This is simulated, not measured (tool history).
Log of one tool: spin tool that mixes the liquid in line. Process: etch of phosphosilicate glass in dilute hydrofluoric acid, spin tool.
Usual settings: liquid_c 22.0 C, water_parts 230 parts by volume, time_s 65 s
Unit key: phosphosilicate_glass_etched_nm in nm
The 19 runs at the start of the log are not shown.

run    hour  liquid_c  water_parts  time_s  read-back film thickness of the phosphosilicate glass reference wafer, read on the same gauge (nm)  phosphosilicate_glass_etched_nm
 20   862.1      22.0          325      65                                                                                              100.02                            12.14
 21   895.9      22.0          230      65                                                                                              100.01                            18.79
 22   959.3      20.5          335      65                                                                                               99.99                            11.04
 23  1025.5      25.0          230      85                                                                                               99.98                            27.43
 24  1067.6      22.0          230      65                                                                                              100.02                            18.72
     1103.7  -- gauge calibrated
 25  1256.2      26.0          295      40                                                                                               99.97                             9.73
 26  1282.0      22.0          135      65                                                                                              100.01                            35.16
 27  1334.9      22.0          290      65                                                                                              100.01                            13.87
 28  1378.9      22.0          230      65                                                                                              100.00                            18.69
 29  1441.5      23.5          150      45                                                                                               99.99                            22.90
     1465.9  -- thermometer replaced
 30  1501.7      25.5          130      45                                                                                               99.99                            29.11
 31  1533.0      26.5          130      50                                                                                               99.99                            33.64
 32  1584.1      26.0          230      90                                                                                              100.00                            29.91

Branching from run 32: 4 alternative next runs. What would each branch give?
  A  1584.5      22.0          230      65                                                                                                   ?                                ?
  B  1584.5      22.0          270      65                                                                                                   ?                                ?
  C  1584.5      25.0          125      35                                                                                                   ?                                ?
  D  1584.5      18.0          230      65                                                                                                   ?                                ?

run  read-back film thickness of the phosphosilicate glass reference wafer, read on the same gauge (nm)  phosphosilicate_glass_etched_nm
  A                                                                                              100.03                            18.63
  B                                                                                              100.03                            15.26
  C                                                                                              100.03                            23.22
  D                                                                                              100.03                            16.01
The same runs, with their run-to-run variation unchanged, on a tool lacking any hidden condition would have given:
run  phosphosilicate_glass_etched_nm
  A                            18.87
  B                            15.46
  C                            23.49
  D                            16.21
